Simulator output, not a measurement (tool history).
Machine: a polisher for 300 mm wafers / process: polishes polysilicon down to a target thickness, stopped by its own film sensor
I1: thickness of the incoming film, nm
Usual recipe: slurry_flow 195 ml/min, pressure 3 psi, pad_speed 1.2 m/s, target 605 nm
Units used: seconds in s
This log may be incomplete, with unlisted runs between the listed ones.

Run 1, hour 0: usual settings; I1 1038.2. Result: seconds 32.8 s.
Run 2, hour 11: usual settings; I1 1067.8. Result: seconds 34.7 s.
Run 3, hour 50: usual settings; I1 1052.6. Result: seconds 34.7 s.
Run 4, hour 93.5: usual settings; I1 1069.8. Result: seconds 35.7 s.
Run 5, hour 102.1: usual settings but target 547 nm; I1 1052.2. Result: seconds 39.7 s.
Run 6, hour 118.7: usual settings but target 547 nm; I1 1051. Result: seconds 38.7 s.
Run 7, hour 135.2: usual settings but target 547 nm; I1 1044.5. Result: seconds 39.5 s.
Run 8, hour 148: usual settings; I1 1048.1. Result: seconds 35.3 s.
Run 9, hour 163: usual settings; I1 1033.2. Result: seconds 33.1 s.
Run 10, hour 180: usual settings; I1 1044.6. Result: seconds 34.2 s.
Run 11, hour 193.7: usual settings but slurry_flow 215 ml/min; I1 1044.6. Result: seconds 34.1 s.
Run 12, hour 206: usual settings but pressure 2.4 psi, target 535 nm; I1 1050. Result: seconds 46 s.
Run 13, hour 225.4: usual settings but pressure 2.4 psi, target 535 nm; I1 1061.9. Result: seconds 50 s.
Run 14, hour 228.5: usual settings; I1 1069.2. Result: seconds 35.4 s.
Run 15, hour 242.2: usual settings; I1 1029.3. Result: seconds 32.1 s.
Run 16, hour 257.6: usual settings; I1 1052.4. Result: seconds 35.9 s.
Run 17, hour 264.1: usual settings but slurry_flow 180 ml/min, pressure 2.4 psi; I1 1046.7. Result: seconds 41.9 s.
Run 18, hour 270.6: usual settings but slurry_flow 180 ml/min, pressure 2.4 psi; I1 1037.5. Result: seconds 40.1 s.
Run 19, hour 279.1: usual settings but slurry_flow 180 ml/min, pressure 2.4 psi; I1 1072.2. Result: seconds 43.1 s.
Run 20, hour 296.2: usual settings; I1 1052.6. Result: seconds 34.8 s.
Run 21, hour 308.5: usual settings but slurry_flow 235 ml/min, pressure 3.4 psi, pad_speed 0.86 m/s; I1 1038. Result: seconds 35.6 s.
Run 22, hour 319.2: usual settings; I1 1061.9. Result: seconds 35.3 s.
Run 23, hour 337.3: usual settings but slurry_flow 260 ml/min, pressure 2.5 psi, target 734 nm; I1 1059.9. Result: seconds 28 s.
Run 24, hour 343.6: usual settings; I1 1041. Result: seconds 35.3 s.
Run 25, hour 358.6: usual settings but slurry_flow 145 ml/min, pad_speed 1.34 m/s; I1 1066.9. Result: seconds 34.5 s.
Run 26, hour 368: usual settings; I1 1039.8. Result: seconds 33 s.
Run 27, hour 382.5: usual settings but slurry_flow 245 ml/min, pad_speed 1.58 m/s, target 559 nm; I1 1066. Result: seconds 32.5 s.
Run 28, hour 390.9: usual settings but slurry_flow 225 ml/min, pressure 2.1 psi; I1 1041.1. Result: seconds 44.9 s.
Run 29, hour 399.3: usual settings but slurry_flow 255 ml/min, pressure 2.7 psi, pad_speed 1.6 m/s, target 739 nm; I1 1056.9. Result: seconds 21.3 s.
Run 30, hour 412.9: usual settings but slurry_flow 145 ml/min, pressure 2.1 psi; I1 1066.7. Result: seconds 51.6 s.
Run 31, hour 429.8: usual settings but pressure 2.4 psi, target 535 nm; I1 1045.5. Result: seconds 48.1 s.
Run 32, hour 441.7: usual settings but pressure 2.5 psi, target 557 nm; I1 1068.5. Result: seconds 45.8 s.
Run 33, hour 456.1: usual settings but target 649 nm; I1 1046.9. Result: seconds 32 s.
Run 34, hour 468.9: usual settings; I1 1049.7. Result: seconds 34.5 s.
Run 35, hour 485.5: usual settings; I1 1055.4. Result: seconds 35.5 s.
Run 36, hour 496.9: usual settings but pad_speed 1.62 m/s, target 674 nm; I1 1041. Result: seconds 24.1 s.
Run 37, hour 505: usual settings but pressure 2.2 psi; I1 1054.6. Result: seconds 45.5 s.
Run 38, hour 512.3: usual settings; I1 1047. Result: seconds 34.4 s.

Between the runs listed above, the log contained 8 entries, not reproduced here. Where in the sequence does each belong, and how does what the log doesn't record of the tool's condition differ from the listed run before to the listed run after?
Logged between run 1 and run 2: worn pad replaced by a new one (hour 8.4)
  both runs share identical hidden conditions
Logged between run 2 and run 3: slurry nozzle cleaned (hour 44.5)
  both runs share identical hidden conditions
Logged between run 5 and run 6: worn pad replaced by a new one (hour 110.1)
  both runs share identical hidden conditions
Logged between run 12 and run 13: worn pad replaced by a new one (hour 224.9)
  both runs share identical hidden conditions
Logged between run 16 and run 17: head pressure recalibrated (hour 263)
  both runs share identical hidden conditions
Logged between run 19 and run 20: slurry nozzle cleaned (hour 288.2)
  both runs share identical hidden conditions
Logged between run 22 and run 23: worn pad replaced by a new one (hour 336.8)
  both runs share identical hidden conditions
Logged between run 31 and run 32: worn pad replaced by a new one (hour 441.2)
  both runs share identical hidden conditions

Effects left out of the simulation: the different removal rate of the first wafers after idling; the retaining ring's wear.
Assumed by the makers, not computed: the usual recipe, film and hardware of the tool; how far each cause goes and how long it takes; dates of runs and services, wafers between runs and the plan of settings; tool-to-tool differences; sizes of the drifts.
